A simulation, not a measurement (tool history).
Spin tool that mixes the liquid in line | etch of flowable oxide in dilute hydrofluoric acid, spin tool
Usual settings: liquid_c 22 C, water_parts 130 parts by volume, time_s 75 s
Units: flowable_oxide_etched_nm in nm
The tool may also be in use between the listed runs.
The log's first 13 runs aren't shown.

run    hour  liquid_c  water_parts  time_s  read-back film thickness of the flowable oxide reference wafer, read on the same gauge (nm)  flowable_oxide_etched_nm
 14  1114.1        22          155      75                                                                                        90.04                     12.65
 15  1195.3        22          155      75                                                                                           90                     12.56
     1280.8  -- hydrofluoric acid flow meter replaced
 16  1293.4        22          155      75                                                                                        89.99                      12.5
 17  1332.4        22          180      75                                                                                        89.98                     10.41
 18  1380.9        22          190      60                                                                                        89.99                      7.78
 19    1460        22          130      75                                                                                           90                     15.14
     1492.4  -- gauge calibrated
 20  1541.5        22          105      85                                                                                           90                     21.81
 21  1633.5      20.5          105      75                                                                                        90.01                     18.04
 22  1729.9      17.5          155     115                                                                                        90.01                     15.78
 23  1835.5        22          190      60                                                                                        89.98                      7.74
 24  1897.2        22          130      75                                                                                           90                     15.01
 25  1981.3        22          130      60                                                                                        90.05                     12.04
     2003.7  -- thermometer replaced
 26  2028.9        22          130      95                                                                                        90.02                     20.09
 27  2120.8        22          130      75                                                                                        89.98                     15.85
 28  2220.6        17          115      75                                                                                        89.98                     14.77
 29    2309        27          130      75                                                                                        89.99                     19.14
 30  2403.5        22          130      75                                                                                        89.99                      15.8
 31  2508.4      19.5           80      75                                                                                           90                     24.44
 32  2595.6        22           90      50                                                                                        90.01                     15.72
 33  2663.3        22          130      75                                                                                        89.99                     15.67

Forecast each of these 5 alternatives for the next run:
  A  2663.7      25.5          130      75                                                                                            ?                         ?
  B  2663.7        22           95      95                                                                                            ?                         ?
  C  2663.7      18.5          130      75                                                                                            ?                         ?
  D  2663.7        22          165     100                                                                                            ?                         ?
  E  2663.7        25          130      95                                                                                            ?                         ?

run  read-back film thickness of the flowable oxide reference wafer, read on the same gauge (nm)  flowable_oxide_etched_nm
  A                                                                                        90.02                        18
  B                                                                                        90.02                      28.3
  C                                                                                        90.02                     13.62
  D                                                                                        90.02                     15.88
  E                                                                                        90.02                     22.36
Without the tool's hidden state the same runs would have given:
run  flowable_oxide_etched_nm
  A                     18.05
  B                     28.43
  C                     13.69
  D                     15.93
  E                     22.43
